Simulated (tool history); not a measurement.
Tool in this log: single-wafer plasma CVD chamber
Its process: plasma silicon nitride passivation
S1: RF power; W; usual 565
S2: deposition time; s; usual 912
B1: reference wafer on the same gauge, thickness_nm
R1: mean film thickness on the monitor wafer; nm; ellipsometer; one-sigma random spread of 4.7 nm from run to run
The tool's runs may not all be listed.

| run | hour | S1 | S2 | B1 | R1 |
|---|---|---|---|---|---|
| 1 | 0 | 565 | 838 | 1159.5 | 1297.127 |
| 2 | 27.5 | 565 | 838 | 1159.603 | 1306.101 |
| 3 | 72.8 | 565 | 838 | 1160.263 | 1305.982 |
| 4 | 123.9 | 565 | 912 | 1159.711 | 1414.799 |
| 5 | 157.1 | 565 | 912 | 1159.692 | 1410.04 |
| 6 | 355.4 | 565 | 912 | 1159.882 | 1420.239 |
| 7 | 422.4 | 565 | 912 | 1160.701 | 1414.121 |
| 8 | 452.6 | 565 | 912 | 1159.085 | 1415.421 |
| 9 | 515.7 | 565 | 912 | 1159.695 | 1414.282 |
| 10 | 552.6 | 565 | 912 | 1160.619 | 1413.11 |
| 11 | 712.1 | 640 | 912 | 1160.053 | 1464.977 |
| 12 | 740.2 | 640 | 912 | 1159.847 | 1459.501 |
| 13 | 774.5 | 565 | 987 | 1160.373 | 1530.407 |
| 14 | 819.1 | 600 | 912 | 1160.203 | 1443.118 |
| 15 | 891 | 485 | 840 | 1160.675 | 1252.15 |
| 16 | 931.5 | 485 | 840 | 1160.947 | 1250.733 |
| 17 | 965.5 | 520 | 912 | 1160.458 | 1376.877 |
| 18 | 1011.7 | 520 | 912 | 1159.288 | 1384.084 |
| 19 | 1043 | 520 | 912 | 1160.705 | 1389.556 |
| 20 | 1102.5 | 565 | 912 | 1159.832 | 1406.525 |
| 21 | 1148.3 | 565 | 912 | 1160.308 | 1408.744 |
| 22 | 1188 | 485 | 840 | 1160.337 | 1240.009 |
| 23 | 1212.7 | 650 | 791 | 1160.724 | 1283.542 |
|  | 1227 | RF generator calibrated |
| 24 | 1309.9 | 565 | 912 | 1159.614 | 1413.648 |
| 25 | 1336.4 | 565 | 912 | 1160.867 | 1418.873 |
| 26 | 1371 | 500 | 1040 | 1161.025 | 1564.345 |
|  | 1411.3 | showerhead replaced |
| 27 | 1421 | 610 | 996 | 1159.78 | 1582.786 |
| 28 | 1467 | 640 | 777 | 1159.742 | 1244.257 |
| 29 | 1535.3 | 495 | 737 | 1161.432 | 1108.273 |
|  | 1539.8 | gauge calibrated |
| 30 | 1569.6 | 475 | 974 | 1159.554 | 1434.382 |
| 31 | 1638.5 | 655 | 1047 | 1159.427 | 1686.261 |
| 32 | 1677.5 | 605 | 743 | 1160.586 | 1169.252 |
| 33 | 1718.9 | 515 | 751 | 1160.589 | 1144.742 |
| 34 | 1790.4 | 565 | 912 | 1159.422 | 1413.467 |
| 35 | 1843.8 | 565 | 912 | 1159.995 | 1423.95 |
| 36 | 1910.3 | 660 | 821 | 1158.601 | 1329.554 |
| 37 | 1959 | 630 | 1075 | 1160.296 | 1714.19 |
| 38 | 2020.6 | 515 | 994 | 1160.452 | 1506.02 |
| 39 | 2061.1 | 595 | 831 | 1159.989 | 1306.261 |

Forecast each of these 3 alternatives for the next run:
| A | 2061.8 | 565 | 912 | ? | ? |
| B | 2061.8 | 475 | 781 | ? | ? |
| C | 2061.8 | 610 | 754 | ? | ? |

| run | B1 | R1 |
|---|---|---|
| A | 1159.608 | 1415.137 |
| B | 1159.608 | 1155.443 |
| C | 1159.608 | 1195.121 |
Take away the tool's hidden state, keep each run's random variation, and the runs would have read:
| run | R1 |
|---|---|
| A | 1415.137 |
| B | 1155.443 |
| C | 1195.121 |

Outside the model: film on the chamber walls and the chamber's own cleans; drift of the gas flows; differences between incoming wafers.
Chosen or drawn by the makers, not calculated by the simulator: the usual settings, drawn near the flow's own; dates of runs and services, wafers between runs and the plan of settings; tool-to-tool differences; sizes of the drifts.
